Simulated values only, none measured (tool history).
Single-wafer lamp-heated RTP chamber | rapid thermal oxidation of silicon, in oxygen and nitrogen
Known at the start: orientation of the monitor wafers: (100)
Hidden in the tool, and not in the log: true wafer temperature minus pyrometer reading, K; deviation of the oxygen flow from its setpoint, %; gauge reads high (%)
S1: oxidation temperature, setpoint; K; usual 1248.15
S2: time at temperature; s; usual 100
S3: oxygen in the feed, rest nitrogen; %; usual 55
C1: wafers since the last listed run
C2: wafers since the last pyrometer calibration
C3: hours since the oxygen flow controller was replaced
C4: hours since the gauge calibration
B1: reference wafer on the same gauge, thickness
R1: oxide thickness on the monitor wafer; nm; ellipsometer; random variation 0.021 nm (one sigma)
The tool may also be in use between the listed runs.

run 1 hour=0 | S1=1248.15 S2=100 S3=55 | C1=0 C2=10 C3=3881.3 C4=1114.5 | B1=6.066 | R1=5.106
run 2 hour=27.4 | S1=1248.15 S2=100 S3=55 | C1=296 C2=306 C3=3908.7 C4=1141.9 | B1=6.053 | R1=5.104
run 3 hour=88.5 | S1=1248.15 S2=100 S3=55 | C1=661 C2=968 C3=3969.8 C4=1203 | B1=6.057 | R1=5.069
run 4 hour=218.3 | S1=1248.15 S2=100 S3=55 | C1=1405 C2=2373 C3=4099.6 C4=1332.8 | B1=6.072 | R1=5.084
run 5 hour=255 | S1=1248.15 S2=100 S3=55 | C1=397 C2=2771 C3=4136.3 C4=1369.5 | B1=6.062 | R1=5.081
run 6 hour=300.9 | S1=1248.15 S2=100 S3=55 | C1=496 C2=3268 C3=4182.2 C4=1415.4 | B1=6.059 | R1=5.098
run 7 hour=325 | S1=1248.15 S2=100 S3=55 | C1=260 C2=3529 C3=4206.3 C4=1439.5 | B1=6.054 | R1=5.093
run 8 hour=362.2 | S1=1248.15 S2=100 S3=55 | C1=402 C2=3931 C3=4243.5 C4=1476.7 | B1=6.065 | R1=5.098
run 9 hour=427.9 | S1=1248.15 S2=100 S3=55 | C1=711 C2=4643 C3=4309.2 C4=1542.4 | B1=6.062 | R1=5.108
run 10 hour=458.6 | S1=1248.15 S2=100 S3=55 | C1=332 C2=4975 C3=4339.9 C4=1573.1 | B1=6.063 | R1=5.057
-- hour=479 pyrometer window cleaned and pyrometer calibrated
run 11 hour=519.3 | S1=1248.15 S2=72 S3=42 | C1=570 C2=436 C3=4400.6 C4=1633.8 | B1=6.061 | R1=4.064
run 12 hour=569.2 | S1=1248.15 S2=72 S3=42 | C1=540 C2=976 C3=4450.5 C4=1683.7 | B1=6.063 | R1=4.056
run 13 hour=611.5 | S1=1228.15 S2=100 S3=64 | C1=458 C2=1434 C3=4492.8 C4=1726 | B1=6.063 | R1=4.621
-- hour=732.8 gauge calibrated
run 14 hour=753.9 | S1=1228.15 S2=100 S3=64 | C1=1541 C2=2976 C3=4635.2 C4=21.1 | B1=6.072 | R1=4.618
run 15 hour=816.5 | S1=1228.15 S2=100 S3=64 | C1=677 C2=3654 C3=4697.8 C4=83.7 | B1=6.054 | R1=4.635
run 16 hour=885.6 | S1=1248.15 S2=100 S3=55 | C1=748 C2=4402 C3=4766.9 C4=152.8 | B1=6.061 | R1=5.099
-- hour=953.1 pyrometer window cleaned and pyrometer calibrated
run 17 hour=953.6 | S1=1248.15 S2=100 S3=55 | C1=649 C2=5 C3=4834.9 C4=220.8 | B1=6.046 | R1=5.053
run 18 hour=1003.7 | S1=1227.15 S2=100 S3=55 | C1=542 C2=547 C3=4885 C4=270.9 | B1=6.075 | R1=4.392
run 19 hour=1047.6 | S1=1248.15 S2=75 S3=27 | C1=475 C2=1023 C3=4928.9 C4=314.8 | B1=6.061 | R1=3.653
run 20 hour=1095.4 | S1=1248.15 S2=100 S3=55 | C1=517 C2=1540 C3=4976.7 C4=362.6 | B1=6.062 | R1=5.071
run 21 hour=1150.6 | S1=1267.15 S2=100 S3=55 | C1=597 C2=2138 C3=5031.9 C4=417.8 | B1=6.057 | R1=5.843
run 22 hour=1187.1 | S1=1258.15 S2=127 S3=45 | C1=395 C2=2533 C3=5068.4 C4=454.3 | B1=6.063 | R1=5.727

Forecast run 23:
run 23 hour=1217.7 | S1=1273.15 S2=100 S3=55 | C1=331 C2=2864 C3=5099 C4=484.9 | B1=? | R1=?

{"run 23": {"B1": 6.051, "R1": 6.092}}
Without the tool's hidden state the same run would have given R1 6.092 nm.
